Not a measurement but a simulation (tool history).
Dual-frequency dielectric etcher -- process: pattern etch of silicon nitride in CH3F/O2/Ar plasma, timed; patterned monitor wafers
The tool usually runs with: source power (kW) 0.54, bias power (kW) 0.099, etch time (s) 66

run	hour	source power (kW)	bias power (kW)	etch time (s)	read-back reference wafer on the same gauge, depth_nm	mean etch depth across the wafer (Å)
1	0	0.64	0.099	66	67.5	601
2	100.6	0.54	0.099	66	67.5	568
3	191.1	0.54	0.099	66	67.5	565
4	283.2	0.54	0.107	66	67.5	577
5	381.8	0.54	0.107	66	67.5	576
# hour 407.3: bias power generator calibrated
# hour 423.5: wet clean of the chamber
6	482.5	0.54	0.099	66	67.5	587
7	561.1	0.54	0.099	66	67.5	582
# hour 641.9: upper electrode replaced
8	667.7	0.54	0.099	66	67.5	581
9	723.8	0.54	0.099	66	67.5	580
10	797.8	0.54	0.099	66	67.5	573
11	858.3	0.54	0.099	66	67.5	573
# hour 933: wet clean of the chamber
12	933.5	0.54	0.099	53.5	67.5	477
13	974.3	0.54	0.099	66	67.5	586
14	1037.7	0.61	0.118	66	67.5	651
15	1121.7	0.54	0.074	58.5	67.5	449
# hour 1175.7: gauge calibrated
16	1202.4	0.45	0.111	66	67.5	574
17	1296.7	0.48	0.099	50	67.5	420
18	1383.3	0.63	0.111	60	67.5	568
# hour 1492.5: wet clean of the chamber
19	1493	0.5	0.099	72.5	67.5	625
# hour 1512.9: source power generator calibrated
20	1559.8	0.54	0.099	83.5	67.5	729

The next listed run, before its measurement:
21	1639.2	0.47	0.089	81.5	?	?

read-back reference wafer on the same gauge, depth_nm: 67.5
mean etch depth across the wafer (Å): 655
On a tool with no hidden condition, and with the same random variation, this run would have come out at mean etch depth across the wafer (Å) 667.
